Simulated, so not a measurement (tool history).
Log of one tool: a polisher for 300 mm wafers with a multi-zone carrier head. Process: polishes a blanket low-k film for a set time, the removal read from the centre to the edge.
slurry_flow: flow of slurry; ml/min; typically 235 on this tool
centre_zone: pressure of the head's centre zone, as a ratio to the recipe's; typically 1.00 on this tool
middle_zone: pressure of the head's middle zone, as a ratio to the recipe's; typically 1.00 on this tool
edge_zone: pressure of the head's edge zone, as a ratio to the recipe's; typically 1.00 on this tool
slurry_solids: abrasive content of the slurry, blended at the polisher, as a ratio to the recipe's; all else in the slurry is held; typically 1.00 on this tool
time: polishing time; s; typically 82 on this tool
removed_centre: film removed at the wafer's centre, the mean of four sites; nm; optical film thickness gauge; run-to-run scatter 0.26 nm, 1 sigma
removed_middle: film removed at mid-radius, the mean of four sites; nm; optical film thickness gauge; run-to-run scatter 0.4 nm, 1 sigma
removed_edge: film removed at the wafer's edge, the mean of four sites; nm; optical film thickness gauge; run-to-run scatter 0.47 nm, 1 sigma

| run | hour | slurry_flow | centre_zone | middle_zone | edge_zone | slurry_solids | time | wafers since the last listed run | wafers polished on this pad | hours since the slurry nozzle was cleaned | hours since the centre zone pressure was calibrated | hours since the edge zone pressure was calibrated | hours since the carrier head's membrane was replaced | incoming thickness of the incoming film, nm | removed_centre | removed_middle | removed_edge |
|---|---|---|---|---|---|---|---|---|---|---|---|---|---|---|---|---|---|
| 1 | 0.0 | 235 | 1.00 | 1.00 | 1.00 | 1.00 | 82 | 0 | 232 | 63.6 | 409.7 | 1447.4 | 1277.4 | 502.5 | 33.1 | 35.9 | 35.2 |
| 2 | 6.7 | 235 | 1.00 | 1.00 | 1.00 | 1.00 | 82 | 45 | 278 | 70.3 | 416.4 | 1454.1 | 1284.1 | 500.0 | 33.2 | 36.9 | 35.1 |
| 3 | 21.2 | 235 | 1.00 | 1.00 | 1.00 | 1.00 | 82 | 99 | 377 | 84.8 | 430.9 | 1468.6 | 1298.6 | 499.9 | 33.0 | 36.5 | 35.2 |
| 4 | 29.5 | 235 | 1.00 | 1.00 | 1.00 | 1.00 | 82 | 56 | 433 | 93.1 | 439.2 | 1476.9 | 1306.9 | 506.0 | 32.7 | 35.6 | 35.3 |
| 5 | 47.1 | 235 | 1.00 | 1.00 | 1.00 | 1.00 | 82 | 120 | 554 | 110.7 | 456.8 | 1494.5 | 1324.5 | 507.0 | 32.7 | 35.7 | 34.9 |
| 6 | 64.3 | 235 | 1.00 | 1.00 | 1.00 | 1.00 | 105 | 117 | 672 | 127.9 | 474.0 | 1511.7 | 1341.7 | 504.3 | 41.5 | 45.2 | 45.4 |
| 7 | 76.2 | 235 | 1.00 | 1.00 | 1.00 | 1.00 | 105 | 81 | 753 | 139.8 | 485.9 | 1523.6 | 1353.6 | 502.1 | 41.5 | 46.5 | 44.7 |
|  | 86.7 | centre zone pressure recalibrated |
|  | 87.4 | worn pad replaced by a new one, of another model than before |
| 8 | 87.9 | 235 | 1.00 | 1.00 | 1.00 | 1.00 | 105 | 61 | 3 | 151.5 | 1.2 | 1535.3 | 1365.3 | 502.6 | 45.9 | 46.0 | 45.1 |
| 9 | 100.0 | 235 | 1.00 | 1.00 | 1.00 | 1.00 | 82 | 82 | 86 | 163.6 | 13.3 | 1547.4 | 1377.4 | 494.5 | 35.9 | 35.9 | 35.3 |
| 10 | 117.0 | 235 | 1.00 | 1.00 | 1.00 | 1.00 | 105 | 116 | 202 | 180.6 | 30.3 | 1564.4 | 1394.4 | 496.7 | 46.4 | 46.3 | 45.1 |
| 11 | 133.3 | 235 | 1.00 | 1.00 | 1.00 | 0.85 | 82 | 111 | 313 | 196.9 | 46.6 | 1580.7 | 1410.7 | 499.1 | 33.6 | 34.6 | 33.7 |
|  | 145.4 | edge zone pressure recalibrated |
| 12 | 146.6 | 235 | 1.00 | 1.00 | 1.00 | 1.00 | 82 | 77 | 391 | 210.2 | 59.9 | 1.2 | 1424.0 | 496.1 | 35.5 | 35.8 | 35.1 |
| 13 | 161.5 | 200 | 1.08 | 1.00 | 1.00 | 1.00 | 99 | 101 | 493 | 225.1 | 74.8 | 16.1 | 1438.9 | 501.0 | 45.3 | 41.9 | 40.9 |
|  | 174.0 | carrier head's membrane replaced by a new one |
| 14 | 174.5 | 235 | 1.00 | 1.00 | 1.00 | 1.00 | 82 | 54 | 547 | 238.1 | 87.8 | 29.1 | 0.5 | 505.3 | 35.3 | 36.3 | 35.2 |
|  | 180.7 | slurry nozzle cleaned |
| 15 | 181.2 | 235 | 1.00 | 1.00 | 1.00 | 1.00 | 82 | 38 | 586 | 0.5 | 94.5 | 35.8 | 7.2 | 495.6 | 35.1 | 36.3 | 35.0 |
| 16 | 198.2 | 235 | 0.93 | 1.00 | 1.00 | 1.20 | 82 | 116 | 703 | 17.5 | 111.5 | 52.8 | 24.2 | 501.1 | 34.3 | 37.5 | 37.3 |
|  | 206.5 | worn pad replaced by a new one |
| 17 | 207.0 | 235 | 1.00 | 1.09 | 0.96 | 1.00 | 82 | 32 | 3 | 26.3 | 120.3 | 61.6 | 33.0 | 508.5 | 34.7 | 37.5 | 34.0 |
| 18 | 221.2 | 235 | 1.06 | 1.00 | 1.11 | 0.75 | 70 | 97 | 100 | 40.5 | 134.5 | 75.8 | 47.2 | 504.1 | 28.9 | 28.0 | 28.4 |
| 19 | 236.1 | 310 | 1.00 | 1.00 | 0.93 | 1.25 | 96 | 101 | 202 | 55.4 | 149.4 | 90.7 | 62.1 | 496.3 | 45.8 | 46.2 | 44.5 |
| 20 | 243.8 | 235 | 1.00 | 1.00 | 1.08 | 1.00 | 82 | 52 | 255 | 63.1 | 157.1 | 98.4 | 69.8 | 494.4 | 34.1 | 36.0 | 35.9 |
| 21 | 254.4 | 235 | 1.00 | 0.95 | 0.89 | 1.00 | 82 | 72 | 327 | 73.7 | 167.7 | 109.0 | 80.4 | 500.2 | 34.2 | 34.5 | 33.8 |

Alternative continuations, all from the tool just after run 21; predict every row:
| A | 254.9 | 235 | 0.92 | 1.00 | 1.00 | 1.00 | 82 | 3 | 331 | 74.2 | 168.2 | 109.5 | 80.9 | 507.0 | ? | ? | ? |
| B | 254.9 | 270 | 1.11 | 1.00 | 1.00 | 1.00 | 82 | 3 | 331 | 74.2 | 168.2 | 109.5 | 80.9 | 507.0 | ? | ? | ? |
| C | 254.9 | 235 | 1.00 | 1.00 | 1.00 | 1.00 | 100 | 3 | 331 | 74.2 | 168.2 | 109.5 | 80.9 | 507.0 | ? | ? | ? |
| D | 254.9 | 235 | 1.00 | 0.91 | 1.00 | 1.30 | 82 | 3 | 331 | 74.2 | 168.2 | 109.5 | 80.9 | 507.0 | ? | ? | ? |
| E | 254.9 | 235 | 1.00 | 1.06 | 1.00 | 0.85 | 82 | 3 | 331 | 74.2 | 168.2 | 109.5 | 80.9 | 507.0 | ? | ? | ? |

| run | removed_centre | removed_middle | removed_edge |
|---|---|---|---|
| A | 31.9 | 36.6 | 35.0 |
| B | 39.3 | 37.3 | 35.5 |
| C | 42.2 | 44.7 | 42.6 |
| D | 37.5 | 37.6 | 37.9 |
| E | 32.9 | 36.0 | 33.2 |
What these runs would have given with no unlogged condition in the tool:
| run | removed_centre | removed_middle | removed_edge |
|---|---|---|---|
| A | 33.1 | 36.6 | 35.0 |
| B | 40.8 | 37.3 | 35.5 |
| C | 43.9 | 44.7 | 42.6 |
| D | 39.0 | 37.6 | 37.9 |
| E | 34.2 | 36.0 | 33.2 |

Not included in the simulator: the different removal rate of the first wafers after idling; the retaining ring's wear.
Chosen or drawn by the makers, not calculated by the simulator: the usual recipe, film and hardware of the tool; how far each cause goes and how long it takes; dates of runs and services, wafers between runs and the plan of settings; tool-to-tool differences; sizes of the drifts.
